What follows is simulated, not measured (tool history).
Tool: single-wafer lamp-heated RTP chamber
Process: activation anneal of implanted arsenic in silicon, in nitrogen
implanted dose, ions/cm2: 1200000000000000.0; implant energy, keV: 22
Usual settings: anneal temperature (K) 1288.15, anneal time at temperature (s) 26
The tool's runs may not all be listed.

run    hour  anneal temperature (K)  anneal time at temperature (s)  read-back reference wafer on the same gauge, sheet resistance  sheet resistance of the implanted and annealed layer (ohm/square)
  1     0.0                 1288.15                              26                                                         126.88                                                             115.24
  2   104.0                 1288.15                              26                                                         127.09                                                             113.44
  3   162.4                 1288.15                              26                                                         127.25                                                             115.27
  4   248.0                 1304.15                              26                                                         126.93                                                             108.73
  5   439.2                 1304.15                              26                                                         127.01                                                             109.30
      457.7  -- gauge calibrated
  6   503.3                 1288.15                              26                                                         126.90                                                             113.15
      787.8  -- pyrometer window cleaned and pyrometer calibrated
  7   788.3                 1288.15                              26                                                         126.74                                                             113.21
      843.0  -- reflector plate cleaned
  8   843.5                 1288.15                              26                                                         126.89                                                             115.91
  9   875.7                 1270.15                              26                                                         127.09                                                             121.20
 10   914.9                 1288.15                              26                                                         127.05                                                             115.10
 11   976.1                 1288.15                              26                                                         126.94                                                             115.78
 12  1076.3                 1258.15                              33                                                         127.03                                                             121.60
 13  1151.7                 1259.15                              31                                                         127.13                                                             121.59
 14  1248.8                 1310.15                              40                                                         126.94                                                             104.73

Forecast run 15:
 15  1291.1                 1288.15                              26                                                              ?                                                                  ?

Run 15 gave read-back reference wafer on the same gauge, sheet resistance 126.88, sheet resistance of the implanted and annealed layer (ohm/square) 114.27.
Without the tool's hidden state the same run would have given sheet resistance of the implanted and annealed layer (ohm/square) 116.04.
